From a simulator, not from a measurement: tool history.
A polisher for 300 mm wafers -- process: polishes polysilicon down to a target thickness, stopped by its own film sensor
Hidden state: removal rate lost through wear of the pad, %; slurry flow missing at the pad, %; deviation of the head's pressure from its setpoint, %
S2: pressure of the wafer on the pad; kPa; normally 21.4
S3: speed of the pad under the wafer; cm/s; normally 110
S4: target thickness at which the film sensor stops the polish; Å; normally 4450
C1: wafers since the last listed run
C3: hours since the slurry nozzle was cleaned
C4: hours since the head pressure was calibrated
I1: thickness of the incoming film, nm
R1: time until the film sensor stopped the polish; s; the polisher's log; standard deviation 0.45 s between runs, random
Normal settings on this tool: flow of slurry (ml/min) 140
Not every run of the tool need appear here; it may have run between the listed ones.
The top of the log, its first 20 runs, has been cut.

run 21 hour=1116.1 | flow_of_slurry_(ml/min)=140 S2=21.4 S3=110 S4=4450 | C1=244 wafers_polished_on_this_pad=3164 C3=119.8 C4=997.4 | I1=923.3 | R1=43.3
-- hour=1157.1 worn pad replaced by a new one
run 22 hour=1178.6 | flow_of_slurry_(ml/min)=140 S2=14.5 S3=94 S4=5050 | C1=590 wafers_polished_on_this_pad=216 C3=182.3 C4=1059.9 | I1=929.4 | R1=66.6
-- hour=1264.1 head pressure recalibrated
run 23 hour=1312.2 | flow_of_slurry_(ml/min)=140 S2=21.4 S3=140 S4=5900 | C1=1328 wafers_polished_on_this_pad=1545 C3=315.9 C4=48.1 | I1=932.3 | R1=22.9
run 24 hour=1364.6 | flow_of_slurry_(ml/min)=140 S2=21.4 S3=72 S4=4450 | C1=529 wafers_polished_on_this_pad=2074 C3=368.3 C4=100.5 | I1=933.5 | R1=61.7
run 25 hour=1394.5 | flow_of_slurry_(ml/min)=140 S2=28.3 S3=144 S4=4450 | C1=301 wafers_polished_on_this_pad=2376 C3=398.2 C4=130.4 | I1=920.9 | R1=23.2
-- hour=1405.5 slurry nozzle cleaned
run 26 hour=1490.8 | flow_of_slurry_(ml/min)=140 S2=28.3 S3=110 S4=4450 | C1=962 wafers_polished_on_this_pad=3339 C3=85.3 C4=226.7 | I1=927.2 | R1=30.7
-- hour=1507.4 worn pad replaced by a new one
run 27 hour=1560.7 | flow_of_slurry_(ml/min)=165 S2=18.6 S3=140 S4=5940 | C1=665 wafers_polished_on_this_pad=538 C3=155.2 C4=296.6 | I1=937.3 | R1=25.7
run 28 hour=1632.3 | flow_of_slurry_(ml/min)=140 S2=21.4 S3=110 S4=4450 | C1=723 wafers_polished_on_this_pad=1261 C3=226.8 C4=368.2 | I1=912.7 | R1=38.9
run 29 hour=1672.9 | flow_of_slurry_(ml/min)=140 S2=21.4 S3=110 S4=4450 | C1=410 wafers_polished_on_this_pad=1671 C3=267.4 C4=408.8 | I1=938.0 | R1=41.4
run 30 hour=1715.5 | flow_of_slurry_(ml/min)=180 S2=19.3 S3=110 S4=6100 | C1=430 wafers_polished_on_this_pad=2101 C3=310.0 C4=451.4 | I1=933.8 | R1=29.2
run 31 hour=1752.0 | flow_of_slurry_(ml/min)=140 S2=15.2 S3=110 S4=5030 | C1=368 wafers_polished_on_this_pad=2470 C3=346.5 C4=487.9 | I1=931.0 | R1=52.0
run 32 hour=1794.7 | flow_of_slurry_(ml/min)=110 S2=21.4 S3=110 S4=3670 | C1=431 wafers_polished_on_this_pad=2901 C3=389.2 C4=530.6 | I1=927.0 | R1=49.8

Here are 5 independent what-if runs from the current tool condition. What would each one return?
run A hour=1795.1 | flow_of_slurry_(ml/min)=140 S2=21.4 S3=110 S4=4450 | C1=4 wafers_polished_on_this_pad=2905 C3=389.6 C4=531.0 | I1=928.1 | R1=?
run B hour=1795.1 | flow_of_slurry_(ml/min)=165 S2=27.6 S3=110 S4=4450 | C1=4 wafers_polished_on_this_pad=2905 C3=389.6 C4=531.0 | I1=928.1 | R1=?
run C hour=1795.1 | flow_of_slurry_(ml/min)=95 S2=24.1 S3=80 S4=3570 | C1=4 wafers_polished_on_this_pad=2905 C3=389.6 C4=531.0 | I1=928.1 | R1=?
run D hour=1795.1 | flow_of_slurry_(ml/min)=125 S2=21.4 S3=76 S4=4450 | C1=4 wafers_polished_on_this_pad=2905 C3=389.6 C4=531.0 | I1=928.1 | R1=?
run E hour=1795.1 | flow_of_slurry_(ml/min)=115 S2=23.4 S3=72 S4=3920 | C1=4 wafers_polished_on_this_pad=2905 C3=389.6 C4=531.0 | I1=928.1 | R1=?

run=A R1=41.1
run=B R1=31.1
run=C R1=63.2
run=D R1=60.5
run=E R1=65.6
Without the tool's hidden state the same runs would have given:
run=A R1=40.3
run=B R1=30.5
run=C R1=61.9
run=D R1=59.3
run=E R1=64.3
